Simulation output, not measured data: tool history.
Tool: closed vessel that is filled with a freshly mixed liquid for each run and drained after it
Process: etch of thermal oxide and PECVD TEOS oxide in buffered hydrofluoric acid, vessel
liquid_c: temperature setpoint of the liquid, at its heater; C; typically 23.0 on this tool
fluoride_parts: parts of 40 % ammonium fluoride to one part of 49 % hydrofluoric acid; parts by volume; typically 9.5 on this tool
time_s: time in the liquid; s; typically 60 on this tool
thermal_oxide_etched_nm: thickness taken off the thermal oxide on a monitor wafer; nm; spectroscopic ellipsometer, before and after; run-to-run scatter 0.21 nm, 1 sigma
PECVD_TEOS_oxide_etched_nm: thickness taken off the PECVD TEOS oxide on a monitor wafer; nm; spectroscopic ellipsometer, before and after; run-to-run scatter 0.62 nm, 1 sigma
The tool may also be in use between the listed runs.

| run | hour | liquid_c | fluoride_parts | time_s | read-back film thickness of the thermal oxide reference wafer, read on the same gauge (nm) | read-back film thickness of the PECVD TEOS oxide reference wafer, read on the same gauge (nm) | thermal_oxide_etched_nm | PECVD_TEOS_oxide_etched_nm |
|---|---|---|---|---|---|---|---|---|
| 1 | 0.0 | 23.0 | 9.5 | 60 | 100.00 | 30.02 | 65.19 | 144.78 |
| 2 | 11.1 | 23.0 | 8.5 | 60 | 100.01 | 29.99 | 72.28 | 159.42 |
| 3 | 27.0 | 23.0 | 8.5 | 60 | 100.02 | 30.01 | 72.01 | 159.54 |
| 4 | 38.9 | 23.0 | 12.5 | 70 | 100.02 | 30.03 | 59.36 | 130.74 |
|  | 48.0 | hydrofluoric acid flow meter replaced |
| 5 | 54.5 | 23.0 | 12.5 | 70 | 100.02 | 29.97 | 59.15 | 131.54 |
| 6 | 61.1 | 23.0 | 12.5 | 70 | 100.00 | 30.04 | 59.45 | 131.56 |
|  | 73.8 | gauge calibrated |
| 7 | 108.1 | 23.0 | 9.5 | 60 | 99.98 | 29.99 | 65.53 | 144.99 |
|  | 109.3 | thermometer replaced |
| 8 | 116.1 | 23.0 | 9.5 | 60 | 100.00 | 29.99 | 65.27 | 144.14 |
| 9 | 127.9 | 27.5 | 9.5 | 60 | 99.99 | 30.00 | 83.21 | 184.59 |
| 10 | 134.1 | 23.0 | 9.5 | 60 | 99.97 | 29.99 | 65.17 | 144.73 |
| 11 | 145.2 | 21.5 | 12.0 | 60 | 99.98 | 30.00 | 48.69 | 108.25 |
| 12 | 153.3 | 23.0 | 6.0 | 80 | 99.99 | 29.99 | 134.83 | 299.75 |
| 13 | 169.7 | 18.5 | 9.5 | 60 | 100.02 | 29.97 | 50.58 | 112.53 |
| 14 | 186.6 | 27.5 | 8.0 | 35 | 100.01 | 30.00 | 57.08 | 126.16 |
| 15 | 196.2 | 23.0 | 9.5 | 60 | 100.00 | 29.98 | 65.55 | 144.33 |
| 16 | 208.4 | 27.5 | 12.5 | 80 | 100.01 | 30.00 | 86.15 | 190.52 |
| 17 | 221.3 | 24.5 | 11.0 | 85 | 99.97 | 29.99 | 88.82 | 196.76 |
| 18 | 227.9 | 23.0 | 9.5 | 60 | 100.00 | 29.98 | 65.49 | 145.09 |
| 19 | 236.9 | 23.0 | 9.5 | 60 | 99.98 | 29.99 | 65.16 | 145.25 |
| 20 | 249.6 | 21.5 | 9.5 | 60 | 100.00 | 30.02 | 59.91 | 132.99 |
| 21 | 257.2 | 26.0 | 7.5 | 70 | 100.03 | 30.04 | 112.64 | 251.97 |
| 22 | 273.3 | 23.0 | 7.0 | 80 | 99.96 | 29.99 | 117.83 | 260.58 |
| 23 | 283.9 | 23.0 | 9.5 | 60 | 100.04 | 29.96 | 65.29 | 144.64 |
| 24 | 292.9 | 18.5 | 7.0 | 30 | 99.96 | 30.07 | 34.39 | 76.64 |
| 25 | 300.3 | 23.0 | 9.5 | 60 | 100.02 | 29.99 | 65.35 | 144.11 |
| 26 | 307.4 | 26.5 | 6.5 | 80 | 99.98 | 30.04 | 152.12 | 340.35 |
| 27 | 316.4 | 23.0 | 9.5 | 60 | 100.01 | 29.97 | 65.04 | 144.00 |

Each row is a separate what-if for the run after 27, all from the same tool condition, not one after another. Results?
| A | 317.1 | 23.0 | 9.5 | 40 | ? | ? | ? | ? |
| B | 317.1 | 23.0 | 13.0 | 60 | ? | ? | ? | ? |
| C | 317.1 | 21.0 | 11.0 | 35 | ? | ? | ? | ? |

| run | read-back film thickness of the thermal oxide reference wafer, read on the same gauge (nm) | read-back film thickness of the PECVD TEOS oxide reference wafer, read on the same gauge (nm) | thermal_oxide_etched_nm | PECVD_TEOS_oxide_etched_nm |
|---|---|---|---|---|
| A | 99.96 | 30.00 | 43.68 | 97.05 |
| B | 99.96 | 30.00 | 49.10 | 109.10 |
| C | 99.96 | 30.00 | 30.20 | 67.09 |
With the hidden condition removed and each run's random variation left untouched, the same runs would have given:
| run | thermal_oxide_etched_nm | PECVD_TEOS_oxide_etched_nm |
|---|---|---|
| A | 43.68 | 97.05 |
| B | 49.10 | 109.10 |
| C | 30.20 | 67.09 |
